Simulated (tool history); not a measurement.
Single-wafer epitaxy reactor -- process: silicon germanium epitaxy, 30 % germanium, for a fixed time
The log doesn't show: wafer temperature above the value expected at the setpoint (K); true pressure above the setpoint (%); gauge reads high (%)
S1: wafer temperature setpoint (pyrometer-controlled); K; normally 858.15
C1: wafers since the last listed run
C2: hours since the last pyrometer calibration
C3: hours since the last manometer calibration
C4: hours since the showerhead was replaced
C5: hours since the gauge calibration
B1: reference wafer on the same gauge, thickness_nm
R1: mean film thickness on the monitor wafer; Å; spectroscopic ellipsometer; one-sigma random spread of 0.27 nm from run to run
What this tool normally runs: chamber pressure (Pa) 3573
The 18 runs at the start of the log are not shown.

{"day": 41.317, "done": "capacitance manometer re-zeroed and calibrated"}
{"run": 19, "day": 42.171, "S1": 870.15, "chamber pressure (Pa)": 3573, "C1": 896, "C2": 122.1, "C3": 20.5, "C4": 4531.9, "C5": 1166.0, "B1": 54.295, "R1": 604.99}
{"run": 20, "day": 43.95, "S1": 868.15, "chamber pressure (Pa)": 2986, "C1": 1129, "C2": 164.8, "C3": 63.2, "C4": 4574.6, "C5": 1208.7, "B1": 54.249, "R1": 534.48}
{"day": 49.375, "done": "gauge calibrated"}
{"run": 21, "day": 52.567, "S1": 858.15, "chamber pressure (Pa)": 3573, "C1": 5470, "C2": 371.6, "C3": 270.0, "C4": 4781.4, "C5": 76.6, "B1": 54.205, "R1": 497.79}
{"day": 53.821, "done": "showerhead replaced"}
{"run": 22, "day": 55.55, "S1": 858.15, "chamber pressure (Pa)": 4120, "C1": 1682, "C2": 443.2, "C3": 341.6, "C4": 41.5, "C5": 148.2, "B1": 54.268, "R1": 525.48}
{"run": 23, "day": 57.858, "S1": 858.15, "chamber pressure (Pa)": 3573, "C1": 1465, "C2": 498.6, "C3": 397.0, "C4": 96.9, "C5": 203.6, "B1": 54.312, "R1": 495.97}
{"run": 24, "day": 59.692, "S1": 858.15, "chamber pressure (Pa)": 2720, "C1": 1163, "C2": 542.6, "C3": 441.0, "C4": 140.9, "C5": 247.6, "B1": 54.309, "R1": 433.47}
{"run": 25, "day": 65.517, "S1": 858.15, "chamber pressure (Pa)": 3573, "C1": 3698, "C2": 682.4, "C3": 580.8, "C4": 280.7, "C5": 387.4, "B1": 54.338, "R1": 497.61}
{"run": 26, "day": 67.533, "S1": 868.15, "chamber pressure (Pa)": 4213, "C1": 1280, "C2": 730.8, "C3": 629.2, "C4": 329.1, "C5": 435.8, "B1": 54.289, "R1": 636.16}
{"run": 27, "day": 70.95, "S1": 858.15, "chamber pressure (Pa)": 2880, "C1": 2169, "C2": 812.8, "C3": 711.2, "C4": 411.1, "C5": 517.8, "B1": 54.18, "R1": 447.54}
{"run": 28, "day": 72.392, "S1": 858.15, "chamber pressure (Pa)": 4106, "C1": 915, "C2": 847.4, "C3": 745.8, "C4": 445.7, "C5": 552.4, "B1": 54.249, "R1": 534.21}
{"run": 29, "day": 74.167, "S1": 858.15, "chamber pressure (Pa)": 2986, "C1": 1126, "C2": 890.0, "C3": 788.4, "C4": 488.3, "C5": 595.0, "B1": 54.358, "R1": 458.95}
{"run": 30, "day": 75.483, "S1": 847.15, "chamber pressure (Pa)": 2746, "C1": 835, "C2": 921.6, "C3": 820.0, "C4": 519.9, "C5": 626.6, "B1": 54.312, "R1": 363.78}
{"run": 31, "day": 77.088, "S1": 872.15, "chamber pressure (Pa)": 3573, "C1": 1018, "C2": 960.1, "C3": 858.5, "C4": 558.4, "C5": 665.1, "B1": 54.232, "R1": 631.0}
{"run": 32, "day": 79.046, "S1": 858.15, "chamber pressure (Pa)": 2973, "C1": 1243, "C2": 1007.1, "C3": 905.5, "C4": 605.4, "C5": 712.1, "B1": 54.358, "R1": 456.33}
{"run": 33, "day": 80.05, "S1": 851.15, "chamber pressure (Pa)": 3160, "C1": 637, "C2": 1031.2, "C3": 929.6, "C4": 629.5, "C5": 736.2, "B1": 54.372, "R1": 419.96}
{"run": 34, "day": 81.5, "S1": 858.15, "chamber pressure (Pa)": 3573, "C1": 920, "C2": 1066.0, "C3": 964.4, "C4": 664.3, "C5": 771.0, "B1": 54.342, "R1": 506.32}

Alternative continuations, all from the tool just after run 34; predict every row:
{"run": "A", "day": 81.517, "S1": 858.15, "chamber pressure (Pa)": 3573, "C1": 10, "C2": 1066.4, "C3": 964.8, "C4": 664.7, "C5": 771.4, "B1": "?", "R1": "?"}
{"run": "B", "day": 81.517, "S1": 847.15, "chamber pressure (Pa)": 4320, "C1": 10, "C2": 1066.4, "C3": 964.8, "C4": 664.7, "C5": 771.4, "B1": "?", "R1": "?"}
{"run": "C", "day": 81.517, "S1": 852.15, "chamber pressure (Pa)": 4293, "C1": 10, "C2": 1066.4, "C3": 964.8, "C4": 664.7, "C5": 771.4, "B1": "?", "R1": "?"}

run=A B1=54.255 R1=505.53
run=B B1=54.255 R1=457.06
run=C B1=54.255 R1=496.78
With the hidden condition removed and each run's random variation left untouched, the same runs would have given:
run=A R1=497.66
run=B R1=449.78
run=C R1=488.95

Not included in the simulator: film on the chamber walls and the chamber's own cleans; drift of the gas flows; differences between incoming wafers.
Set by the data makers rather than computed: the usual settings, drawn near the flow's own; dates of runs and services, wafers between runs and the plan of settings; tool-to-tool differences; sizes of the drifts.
